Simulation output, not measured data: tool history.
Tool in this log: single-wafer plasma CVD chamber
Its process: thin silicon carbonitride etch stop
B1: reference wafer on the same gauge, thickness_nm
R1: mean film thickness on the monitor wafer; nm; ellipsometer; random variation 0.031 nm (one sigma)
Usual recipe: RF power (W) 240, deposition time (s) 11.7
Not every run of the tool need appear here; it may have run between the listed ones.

Run 1, hour 0: usual settings; B1 6.056. Result: R1 6.011 nm.
Run 2, hour 43.6: usual settings; B1 6.035. Result: R1 5.977 nm.
Run 3, hour 88.5: usual settings but RF power (W) 270; B1 6.055. Result: R1 6.319 nm.
Run 4, hour 142.9: usual settings but RF power (W) 270; B1 6.051. Result: R1 6.264 nm.
Run 5, hour 251.2: usual settings but deposition time (s) 12.2; B1 6.055. Result: R1 6.212 nm.
Run 6, hour 299.8: usual settings but deposition time (s) 12.2; B1 6.062. Result: R1 6.229 nm.
At hour 355: thermocouple changed; heater temperature recalibrated.
Run 7, hour 360.6: usual settings but deposition time (s) 12.2; B1 6.056. Result: R1 6.247 nm.
Run 8, hour 393.9: usual settings; B1 6.055. Result: R1 5.965 nm.
Run 9, hour 457.5: usual settings; B1 6.038. Result: R1 5.938 nm.
Run 10, hour 485.9: usual settings; B1 6.047. Result: R1 5.974 nm.
Run 11, hour 515.1: usual settings; B1 6.049. Result: R1 5.959 nm.
At hour 529.2: RF generator calibrated.
Run 12, hour 580.4: usual settings but RF power (W) 265; B1 6.055. Result: R1 6.142 nm.
Run 13, hour 647.4: usual settings; B1 6.047. Result: R1 5.832 nm.
Run 14, hour 683.5: usual settings; B1 6.043. Result: R1 5.897 nm.
At hour 714: showerhead replaced.
Run 15, hour 747.1: usual settings but RF power (W) 210, deposition time (s) 13.3; B1 6.048. Result: R1 6.316 nm.
Run 16, hour 806.8: usual settings but RF power (W) 265, deposition time (s) 9.5; B1 6.034. Result: R1 4.914 nm.
Run 17, hour 862.5: usual settings; B1 6.059. Result: R1 5.86 nm.
Run 18, hour 922: usual settings; B1 6.038. Result: R1 5.896 nm.
Run 19, hour 957.7: usual settings but RF power (W) 285, deposition time (s) 9.5; B1 6.047. Result: R1 5.084 nm.

Run 20, settings as shown, results not yet in. Your forecast:
At hour 984.3: RF generator calibrated, repeated, since the last time left the tool worse.
Run 20, hour 1024.1: usual settings but RF power (W) 195; B1 ?. Result: R1 ?.

Run 20 gave B1 6.05, R1 5.622 nm.
Without the tool's hidden state the same run would have given R1 5.628 nm.

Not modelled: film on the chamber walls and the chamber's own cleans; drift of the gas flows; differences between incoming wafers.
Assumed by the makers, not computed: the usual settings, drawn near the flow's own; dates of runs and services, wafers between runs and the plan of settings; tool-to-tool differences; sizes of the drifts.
